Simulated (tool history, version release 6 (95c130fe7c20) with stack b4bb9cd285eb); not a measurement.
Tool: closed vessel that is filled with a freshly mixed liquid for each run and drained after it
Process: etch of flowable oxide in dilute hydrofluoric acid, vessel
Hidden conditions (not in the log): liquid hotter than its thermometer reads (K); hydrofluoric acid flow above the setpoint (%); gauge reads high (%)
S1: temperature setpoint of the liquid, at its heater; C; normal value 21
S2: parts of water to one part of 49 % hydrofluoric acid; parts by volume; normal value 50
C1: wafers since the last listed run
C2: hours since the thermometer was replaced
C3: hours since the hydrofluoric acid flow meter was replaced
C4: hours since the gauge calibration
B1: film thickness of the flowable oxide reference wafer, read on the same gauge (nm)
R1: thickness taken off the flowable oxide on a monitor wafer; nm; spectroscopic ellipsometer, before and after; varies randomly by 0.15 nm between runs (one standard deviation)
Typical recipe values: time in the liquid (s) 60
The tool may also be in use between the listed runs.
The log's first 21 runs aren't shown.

{"run": 22, "hour": 1581.6, "S1": 21, "S2": 75, "time in the liquid (s)": 50, "C1": 6507, "C2": 178.8, "C3": 274.6, "C4": 1116.6, "B1": 109.98, "R1": 12.95}
{"run": 23, "hour": 1678.0, "S1": 22.5, "S2": 35, "time in the liquid (s)": 60, "C1": 13490, "C2": 275.2, "C3": 371, "C4": 1213, "B1": 109.98, "R1": 37.6}
{"run": 24, "hour": 1714.2, "S1": 22.5, "S2": 70, "time in the liquid (s)": 60, "C1": 5066, "C2": 311.4, "C3": 407.2, "C4": 1249.2, "B1": 110.05, "R1": 18.38}
{"run": 25, "hour": 1843.0, "S1": 23.5, "S2": 50, "time in the liquid (s)": 35, "C1": 18025, "C2": 440.2, "C3": 536, "C4": 1378, "B1": 109.99, "R1": 16.15}
{"hour": 1873.0, "done": "hydrofluoric acid flow meter replaced"}
{"run": 26, "hour": 1948.6, "S1": 25.5, "S2": 50, "time in the liquid (s)": 60, "C1": 14638, "C2": 545.8, "C3": 75.6, "C4": 1483.6, "B1": 110, "R1": 28.01}
{"hour": 1974.7, "done": "gauge calibrated"}
{"hour": 1988.5, "done": "thermometer replaced"}
{"run": 27, "hour": 2053.3, "S1": 21, "S2": 30, "time in the liquid (s)": 75, "C1": 14512, "C2": 64.8, "C3": 180.3, "C4": 78.6, "B1": 109.96, "R1": 49.75}
{"run": 28, "hour": 2097.2, "S1": 17, "S2": 50, "time in the liquid (s)": 60, "C1": 6143, "C2": 108.7, "C3": 224.2, "C4": 122.5, "B1": 110.01, "R1": 20.17}
{"run": 29, "hour": 2168.6, "S1": 25.5, "S2": 50, "time in the liquid (s)": 60, "C1": 9992, "C2": 180.1, "C3": 295.6, "C4": 193.9, "B1": 109.99, "R1": 29.04}
{"run": 30, "hour": 2248.6, "S1": 18.5, "S2": 70, "time in the liquid (s)": 60, "C1": 11195, "C2": 260.1, "C3": 375.6, "C4": 273.9, "B1": 110.02, "R1": 15.34}
{"hour": 2299.5, "done": "hydrofluoric acid flow meter replaced"}
{"run": 31, "hour": 2338.3, "S1": 18.5, "S2": 50, "time in the liquid (s)": 45, "C1": 12413, "C2": 349.8, "C3": 38.8, "C4": 363.6, "B1": 110, "R1": 15.62}
{"run": 32, "hour": 2426.3, "S1": 21, "S2": 50, "time in the liquid (s)": 60, "C1": 12315, "C2": 437.8, "C3": 126.8, "C4": 451.6, "B1": 109.99, "R1": 23.53}
{"run": 33, "hour": 2492.7, "S1": 21, "S2": 60, "time in the liquid (s)": 40, "C1": 9292, "C2": 504.2, "C3": 193.2, "C4": 518, "B1": 110.04, "R1": 13.21}

Each row is a separate what-if for the run after 33, all from the same tool condition, not one after another. Results?
{"run": "A", "hour": 2493.4, "S1": 21, "S2": 50, "time in the liquid (s)": 60, "C1": 97, "C2": 504.9, "C3": 193.9, "C4": 518.7, "B1": "?", "R1": "?"}
{"run": "B", "hour": 2493.4, "S1": 22.5, "S2": 65, "time in the liquid (s)": 60, "C1": 97, "C2": 504.9, "C3": 193.9, "C4": 518.7, "B1": "?", "R1": "?"}
{"run": "C", "hour": 2493.4, "S1": 21, "S2": 50, "time in the liquid (s)": 85, "C1": 97, "C2": 504.9, "C3": 193.9, "C4": 518.7, "B1": "?", "R1": "?"}

run=A B1=109.99 R1=23.93
run=B B1=109.99 R1=19.25
run=C B1=109.99 R1=33.91
With the hidden condition removed and each run's random variation left untouched, the same runs would have given:
run=A R1=23.06
run=B R1=18.53
run=C R1=32.66

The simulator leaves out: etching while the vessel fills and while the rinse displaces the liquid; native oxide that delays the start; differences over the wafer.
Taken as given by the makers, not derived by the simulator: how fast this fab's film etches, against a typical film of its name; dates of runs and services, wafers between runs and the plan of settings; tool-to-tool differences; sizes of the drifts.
